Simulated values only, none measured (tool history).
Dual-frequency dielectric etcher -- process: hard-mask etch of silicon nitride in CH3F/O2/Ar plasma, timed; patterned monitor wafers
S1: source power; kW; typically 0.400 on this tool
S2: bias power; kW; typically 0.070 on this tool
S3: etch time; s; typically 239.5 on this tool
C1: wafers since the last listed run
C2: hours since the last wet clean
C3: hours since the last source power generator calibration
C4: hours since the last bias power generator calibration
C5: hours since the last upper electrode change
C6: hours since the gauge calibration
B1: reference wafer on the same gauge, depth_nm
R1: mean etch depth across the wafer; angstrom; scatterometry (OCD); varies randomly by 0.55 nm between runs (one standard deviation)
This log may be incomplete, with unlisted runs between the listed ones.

| run | day | S1 | S2 | S3 | C1 | C2 | C3 | C4 | C5 | C6 | B1 | R1 |
|---|---|---|---|---|---|---|---|---|---|---|---|---|
| 1 | 0.000 | 0.400 | 0.070 | 239.5 | 0 | 260.2 | 3017.9 | 3206.0 | 1381.5 | 271.7 | 150.2 | 1617 |
|  | 8.079 | wet clean of the chamber |
| 2 | 8.100 | 0.400 | 0.057 | 239.5 | 1275 | 0.5 | 3212.3 | 3400.4 | 1575.9 | 466.1 | 149.8 | 1429 |
| 3 | 9.925 | 0.400 | 0.057 | 239.5 | 327 | 44.3 | 3256.1 | 3444.2 | 1619.7 | 509.9 | 149.8 | 1425 |
| 4 | 12.092 | 0.400 | 0.070 | 239.5 | 389 | 96.3 | 3308.1 | 3496.2 | 1671.7 | 561.9 | 149.8 | 1548 |
| 5 | 13.567 | 0.400 | 0.070 | 239.5 | 264 | 131.7 | 3343.5 | 3531.6 | 1707.1 | 597.3 | 150.0 | 1549 |
| 6 | 14.825 | 0.400 | 0.070 | 239.5 | 226 | 161.9 | 3373.7 | 3561.8 | 1737.3 | 627.5 | 150.0 | 1533 |
|  | 16.446 | wet clean of the chamber, repeated, since the last time left the tool worse |
| 7 | 17.112 | 0.400 | 0.070 | 239.5 | 231 | 16.0 | 3428.6 | 3616.7 | 1792.2 | 682.4 | 149.8 | 1641 |
|  | 18.125 | gauge calibrated |
|  | 18.438 | upper electrode replaced |
| 8 | 20.092 | 0.440 | 0.070 | 190.5 | 355 | 87.5 | 3500.1 | 3688.2 | 39.7 | 47.2 | 149.8 | 1344 |
|  | 20.917 | bias power generator calibrated |
| 9 | 22.096 | 0.430 | 0.058 | 219.0 | 330 | 135.6 | 3548.2 | 28.3 | 87.8 | 95.3 | 150.1 | 1415 |
|  | 23.242 | source power generator calibrated |
| 10 | 24.354 | 0.400 | 0.070 | 239.5 | 375 | 189.8 | 26.7 | 82.5 | 142.0 | 149.5 | 150.2 | 1625 |
| 11 | 26.825 | 0.470 | 0.064 | 179.5 | 443 | 249.1 | 86.0 | 141.8 | 201.3 | 208.8 | 149.9 | 1230 |
| 12 | 29.725 | 0.400 | 0.056 | 302.0 | 521 | 318.7 | 155.6 | 211.4 | 270.9 | 278.4 | 150.0 | 1854 |
|  | 32.717 | wet clean of the chamber |
| 13 | 32.738 | 0.400 | 0.070 | 239.5 | 361 | 0.5 | 227.9 | 283.7 | 343.2 | 350.7 | 150.1 | 1664 |
| 14 | 34.642 | 0.490 | 0.076 | 304.0 | 342 | 46.2 | 273.6 | 329.4 | 388.9 | 396.4 | 150.1 | 2291 |

Predict each of these 3 candidate next runs independently; none follows another, all start after run 14:
| A | 34.662 | 0.400 | 0.070 | 239.5 | 3 | 46.7 | 274.1 | 329.9 | 389.4 | 396.9 | ? | ? |
| B | 34.662 | 0.370 | 0.083 | 192.0 | 3 | 46.7 | 274.1 | 329.9 | 389.4 | 396.9 | ? | ? |
| C | 34.662 | 0.340 | 0.058 | 194.5 | 3 | 46.7 | 274.1 | 329.9 | 389.4 | 396.9 | ? | ? |

| run | B1 | R1 |
|---|---|---|
| A | 150.1 | 1644 |
| B | 150.1 | 1381 |
| C | 150.1 | 1180 |
Without the tool's unlogged condition, the same runs would have read:
| run | R1 |
|---|---|
| A | 1645 |
| B | 1382 |
| C | 1180 |

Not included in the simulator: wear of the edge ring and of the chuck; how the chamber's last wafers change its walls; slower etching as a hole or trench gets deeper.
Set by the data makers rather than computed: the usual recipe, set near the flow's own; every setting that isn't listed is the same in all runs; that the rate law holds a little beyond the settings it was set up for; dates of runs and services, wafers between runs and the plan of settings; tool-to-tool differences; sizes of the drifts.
